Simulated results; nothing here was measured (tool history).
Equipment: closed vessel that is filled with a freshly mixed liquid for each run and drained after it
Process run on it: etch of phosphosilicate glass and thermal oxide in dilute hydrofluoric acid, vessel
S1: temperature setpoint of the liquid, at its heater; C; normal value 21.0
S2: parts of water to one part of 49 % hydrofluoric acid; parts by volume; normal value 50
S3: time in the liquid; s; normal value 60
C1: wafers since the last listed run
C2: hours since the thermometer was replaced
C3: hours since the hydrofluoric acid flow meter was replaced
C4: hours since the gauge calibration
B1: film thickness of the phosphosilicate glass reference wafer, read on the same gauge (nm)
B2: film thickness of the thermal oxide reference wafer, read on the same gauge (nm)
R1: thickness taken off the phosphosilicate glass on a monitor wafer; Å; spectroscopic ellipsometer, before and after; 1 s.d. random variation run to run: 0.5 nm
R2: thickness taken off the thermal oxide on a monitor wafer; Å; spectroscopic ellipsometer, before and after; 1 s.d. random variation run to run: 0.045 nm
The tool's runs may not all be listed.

{"run": 1, "day": 0.0, "S1": 21.0, "S2": 50, "S3": 60, "C1": 0, "C2": 2636.8, "C3": 1753.4, "C4": 71.8, "B1": 60.02, "B2": 130.01, "R1": 1759.3, "R2": 59.4}
{"run": 2, "day": 0.271, "S1": 19.0, "S2": 50, "S3": 60, "C1": 849, "C2": 2643.3, "C3": 1759.9, "C4": 78.3, "B1": 59.96, "B2": 130.0, "R1": 1611.7, "R2": 53.8}
{"run": 3, "day": 0.733, "S1": 19.0, "S2": 50, "S3": 60, "C1": 1450, "C2": 2654.4, "C3": 1771.0, "C4": 89.4, "B1": 59.95, "B2": 130.0, "R1": 1611.2, "R2": 54.8}
{"run": 4, "day": 1.179, "S1": 21.0, "S2": 50, "S3": 60, "C1": 1398, "C2": 2665.1, "C3": 1781.7, "C4": 100.1, "B1": 60.01, "B2": 130.0, "R1": 1742.8, "R2": 58.8}
{"run": 5, "day": 1.788, "S1": 21.0, "S2": 50, "S3": 60, "C1": 1908, "C2": 2679.7, "C3": 1796.3, "C4": 114.7, "B1": 59.98, "B2": 130.01, "R1": 1753.1, "R2": 60.2}
{"run": 6, "day": 2.704, "S1": 21.0, "S2": 50, "S3": 60, "C1": 2875, "C2": 2701.7, "C3": 1818.3, "C4": 136.7, "B1": 59.95, "B2": 129.98, "R1": 1748.5, "R2": 60.3}
{"run": 7, "day": 2.967, "S1": 21.0, "S2": 40, "S3": 75, "C1": 823, "C2": 2708.0, "C3": 1824.6, "C4": 143.0, "B1": 60.01, "B2": 130.0, "R1": 2782.6, "R2": 95.0}
{"run": 8, "day": 3.317, "S1": 21.0, "S2": 40, "S3": 75, "C1": 1098, "C2": 2716.4, "C3": 1833.0, "C4": 151.4, "B1": 60.02, "B2": 130.0, "R1": 2789.3, "R2": 94.4}
{"day": 3.671, "done": "gauge calibrated"}
{"run": 9, "day": 3.833, "S1": 21.0, "S2": 40, "S3": 75, "C1": 1620, "C2": 2728.8, "C3": 1845.4, "C4": 3.9, "B1": 59.98, "B2": 130.0, "R1": 2793.2, "R2": 94.5}
{"run": 10, "day": 4.262, "S1": 21.0, "S2": 50, "S3": 35, "C1": 1346, "C2": 2739.1, "C3": 1855.7, "C4": 14.2, "B1": 60.04, "B2": 130.0, "R1": 1035.3, "R2": 34.6}
{"run": 11, "day": 4.775, "S1": 21.0, "S2": 50, "S3": 60, "C1": 1607, "C2": 2751.4, "C3": 1868.0, "C4": 26.5, "B1": 60.0, "B2": 130.01, "R1": 1761.6, "R2": 60.4}
{"run": 12, "day": 5.279, "S1": 24.5, "S2": 50, "S3": 60, "C1": 1581, "C2": 2763.5, "C3": 1880.1, "C4": 38.6, "B1": 59.99, "B2": 130.01, "R1": 2044.7, "R2": 69.7}
{"day": 5.608, "done": "thermometer replaced"}
{"run": 13, "day": 5.979, "S1": 21.0, "S2": 50, "S3": 60, "C1": 2065, "C2": 8.9, "C3": 1896.9, "C4": 55.4, "B1": 59.97, "B2": 129.98, "R1": 1768.1, "R2": 60.6}
{"day": 6.604, "done": "hydrofluoric acid flow meter replaced"}
{"run": 14, "day": 6.625, "S1": 21.0, "S2": 50, "S3": 80, "C1": 1895, "C2": 24.4, "C3": 0.5, "C4": 70.9, "B1": 59.96, "B2": 130.01, "R1": 2062.5, "R2": 70.0}
{"run": 15, "day": 6.904, "S1": 21.0, "S2": 50, "S3": 40, "C1": 875, "C2": 31.1, "C3": 7.2, "C4": 77.6, "B1": 59.99, "B2": 130.0, "R1": 1034.3, "R2": 35.4}
{"run": 16, "day": 7.383, "S1": 17.5, "S2": 40, "S3": 60, "C1": 1503, "C2": 42.6, "C3": 18.7, "C4": 89.1, "B1": 60.05, "B2": 129.99, "R1": 1690.0, "R2": 58.8}
{"run": 17, "day": 7.671, "S1": 24.5, "S2": 40, "S3": 75, "C1": 901, "C2": 49.5, "C3": 25.6, "C4": 96.0, "B1": 60.0, "B2": 130.0, "R1": 2855.6, "R2": 97.8}
{"run": 18, "day": 8.4, "S1": 21.0, "S2": 50, "S3": 60, "C1": 2287, "C2": 67.0, "C3": 43.1, "C4": 113.5, "B1": 60.01, "B2": 130.0, "R1": 1562.0, "R2": 53.3}
{"run": 19, "day": 9.15, "S1": 23.0, "S2": 50, "S3": 60, "C1": 2352, "C2": 85.0, "C3": 61.1, "C4": 131.5, "B1": 60.03, "B2": 129.99, "R1": 1699.0, "R2": 58.6}
{"run": 20, "day": 9.475, "S1": 21.0, "S2": 50, "S3": 60, "C1": 1019, "C2": 92.8, "C3": 68.9, "C4": 139.3, "B1": 60.03, "B2": 130.01, "R1": 1566.1, "R2": 53.7}
{"run": 21, "day": 9.938, "S1": 21.0, "S2": 40, "S3": 50, "C1": 1450, "C2": 103.9, "C3": 80.0, "C4": 150.4, "B1": 60.0, "B2": 130.02, "R1": 1653.9, "R2": 55.5}

Here are 5 independent what-if runs from the current tool condition. What would each one return?
{"run": "A", "day": 9.967, "S1": 21.0, "S2": 50, "S3": 60, "C1": 91, "C2": 104.6, "C3": 80.7, "C4": 151.1, "B1": "?", "B2": "?", "R1": "?", "R2": "?"}
{"run": "B", "day": 9.967, "S1": 25.5, "S2": 40, "S3": 70, "C1": 91, "C2": 104.6, "C3": 80.7, "C4": 151.1, "B1": "?", "B2": "?", "R1": "?", "R2": "?"}
{"run": "C", "day": 9.967, "S1": 21.0, "S2": 75, "S3": 60, "C1": 91, "C2": 104.6, "C3": 80.7, "C4": 151.1, "B1": "?", "B2": "?", "R1": "?", "R2": "?"}
{"run": "D", "day": 9.967, "S1": 17.0, "S2": 40, "S3": 30, "C1": 91, "C2": 104.6, "C3": 80.7, "C4": 151.1, "B1": "?", "B2": "?", "R1": "?", "R2": "?"}
{"run": "E", "day": 9.967, "S1": 21.0, "S2": 40, "S3": 60, "C1": 91, "C2": 104.6, "C3": 80.7, "C4": 151.1, "B1": "?", "B2": "?", "R1": "?", "R2": "?"}

run=A B1=60.00 B2=130.00 R1=1561.7 R2=53.5
run=B B1=60.00 B2=130.00 R1=2782.0 R2=95.2
run=C B1=60.00 B2=130.00 R1=1010.4 R2=34.6
run=D B1=60.00 B2=130.00 R1=831.6 R2=28.5
run=E B1=60.00 B2=130.00 R1=1976.2 R2=67.6
Without the tool's hidden state the same runs would have given:
run=A R1=1543.1 R2=52.8
run=B R1=2749.0 R2=94.1
run=C R1=998.1 R2=34.2
run=D R1=821.8 R2=28.1
run=E R1=1952.9 R2=66.8

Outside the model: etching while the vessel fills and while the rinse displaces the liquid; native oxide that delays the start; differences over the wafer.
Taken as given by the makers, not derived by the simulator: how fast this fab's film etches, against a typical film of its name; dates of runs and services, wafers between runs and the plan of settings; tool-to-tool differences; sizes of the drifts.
